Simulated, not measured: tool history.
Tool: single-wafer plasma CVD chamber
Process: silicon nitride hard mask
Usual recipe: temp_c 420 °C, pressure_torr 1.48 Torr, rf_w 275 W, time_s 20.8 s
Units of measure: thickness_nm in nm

run	hour	temp_c	pressure_torr	rf_w	time_s	read-back reference wafer on the same gauge, thickness_nm	thickness_nm
1	0.0	420	1.36	275	22.8	28.704	23.989
2	11.7	420	1.36	275	22.8	28.699	23.905
3	21.3	420	1.48	275	20.8	28.699	22.445
4	29.5	420	1.48	275	20.8	28.693	22.362
5	36.2	420	1.48	275	20.8	28.706	22.363
6	49.4	420	1.48	275	20.8	28.707	22.381
# hour 63.7: showerhead replaced
# hour 66.3: capacitance manometer re-zeroed and calibrated
7	66.8	420	1.48	275	20.8	28.703	22.379
# hour 67.9: gauge calibrated
8	73.3	420	1.48	275	20.8	28.691	22.382
9	82.3	415	1.48	275	16.9	28.695	18.219
10	97.9	425	1.48	275	20.8	28.694	22.299
11	109.7	420	1.48	275	20.8	28.693	22.370
# hour 120.8: thermocouple changed; heater temperature recalibrated
12	121.3	420	1.48	260	20.8	28.708	21.079
# hour 133.9: RF generator calibrated
13	134.4	415	1.48	225	18.8	28.703	17.653
14	145.0	420	1.48	275	20.8	28.705	24.163
15	159.1	416	1.36	220	24.1	28.709	21.399
16	171.9	420	1.48	325	20.8	28.697	27.992

Here are 5 independent what-if runs from the current tool condition. What would each one return?
A	172.3	420	1.48	275	18.9	?	?
B	172.3	420	1.68	315	20.8	?	?
C	172.3	420	1.48	330	17.2	?	?
D	172.3	420	1.48	275	24.2	?	?
E	172.3	427	1.83	330	16.9	?	?

run	read-back reference wafer on the same gauge, thickness_nm	thickness_nm
A	28.717	21.889
B	28.717	28.293
C	28.717	23.462
D	28.717	28.011
E	28.717	24.411
With no hidden state in the tool, these same runs would have given:
run	thickness_nm
A	21.974
B	28.395
C	23.546
D	28.119
E	24.499

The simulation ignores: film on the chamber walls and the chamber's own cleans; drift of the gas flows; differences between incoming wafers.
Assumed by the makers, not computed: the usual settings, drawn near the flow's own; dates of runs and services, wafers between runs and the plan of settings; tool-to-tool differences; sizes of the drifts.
